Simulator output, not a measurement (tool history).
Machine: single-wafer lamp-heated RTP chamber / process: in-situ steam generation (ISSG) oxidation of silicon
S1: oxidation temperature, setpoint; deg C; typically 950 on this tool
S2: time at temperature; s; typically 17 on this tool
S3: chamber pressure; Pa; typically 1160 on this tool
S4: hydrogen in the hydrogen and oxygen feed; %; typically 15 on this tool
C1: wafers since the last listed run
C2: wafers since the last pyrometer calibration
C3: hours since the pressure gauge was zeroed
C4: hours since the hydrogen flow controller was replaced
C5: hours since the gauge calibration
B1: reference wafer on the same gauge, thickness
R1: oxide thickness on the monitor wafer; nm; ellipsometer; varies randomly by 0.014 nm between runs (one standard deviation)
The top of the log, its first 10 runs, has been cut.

{"run": 11, "hour": 794.9, "S1": 950, "S2": 17, "S3": 1160, "S4": 15, "C1": 1008, "C2": 4711, "C3": 2155.7, "C4": 4423.3, "C5": 2062.4, "B1": 4.116, "R1": 4.063}
{"hour": 871.3, "done": "gauge calibrated"}
{"run": 12, "hour": 901.4, "S1": 950, "S2": 17, "S3": 1160, "S4": 15, "C1": 1226, "C2": 5937, "C3": 2262.2, "C4": 4529.8, "C5": 30.1, "B1": 4.108, "R1": 4.113}
{"hour": 914.7, "done": "pyrometer window cleaned and pyrometer calibrated"}
{"run": 13, "hour": 983.9, "S1": 950, "S2": 17, "S3": 1160, "S4": 15, "C1": 858, "C2": 796, "C3": 2344.7, "C4": 4612.3, "C5": 112.6, "B1": 4.118, "R1": 4.03}
{"run": 14, "hour": 1049.8, "S1": 950, "S2": 13, "S3": 1160, "S4": 15, "C1": 759, "C2": 1555, "C3": 2410.6, "C4": 4678.2, "C5": 178.5, "B1": 4.115, "R1": 3.602}
{"run": 15, "hour": 1122.5, "S1": 950, "S2": 13, "S3": 1160, "S4": 15, "C1": 837, "C2": 2393, "C3": 2483.3, "C4": 4750.9, "C5": 251.2, "B1": 4.108, "R1": 3.643}
{"run": 16, "hour": 1159.7, "S1": 934, "S2": 17, "S3": 1160, "S4": 15, "C1": 428, "C2": 2821, "C3": 2520.5, "C4": 4788.1, "C5": 288.4, "B1": 4.109, "R1": 3.836}
{"run": 17, "hour": 1229.1, "S1": 950, "S2": 23, "S3": 1307, "S4": 11, "C1": 799, "C2": 3620, "C3": 2589.9, "C4": 4857.5, "C5": 357.8, "B1": 4.108, "R1": 4.28}
{"hour": 1304.1, "done": "pressure gauge zeroed"}
{"run": 18, "hour": 1308.7, "S1": 950, "S2": 17, "S3": 1160, "S4": 11, "C1": 824, "C2": 4445, "C3": 4.6, "C4": 4937.1, "C5": 437.4, "B1": 4.109, "R1": 3.804}
{"run": 19, "hour": 1398.8, "S1": 950, "S2": 19, "S3": 1227, "S4": 19, "C1": 1037, "C2": 5483, "C3": 94.7, "C4": 5027.2, "C5": 527.5, "B1": 4.108, "R1": 4.466}
{"run": 20, "hour": 1435.9, "S1": 950, "S2": 17, "S3": 1160, "S4": 15, "C1": 427, "C2": 5910, "C3": 131.8, "C4": 5064.3, "C5": 564.6, "B1": 4.112, "R1": 4.104}

For run 21, what comes out?
{"hour": 1462.3, "done": "pyrometer window cleaned and pyrometer calibrated"}
{"hour": 1496.9, "done": "hydrogen flow controller replaced"}
{"run": 21, "hour": 1511.5, "S1": 950, "S2": 14, "S3": 1027, "S4": 15, "C1": 686, "C2": 474, "C3": 207.4, "C4": 14.6, "C5": 640.2, "B1": "?", "R1": "?"}

{"run 21": {"B1": 4.11, "R1": 3.703}}
Without the tool's hidden state the same run would have given R1 3.700 nm.

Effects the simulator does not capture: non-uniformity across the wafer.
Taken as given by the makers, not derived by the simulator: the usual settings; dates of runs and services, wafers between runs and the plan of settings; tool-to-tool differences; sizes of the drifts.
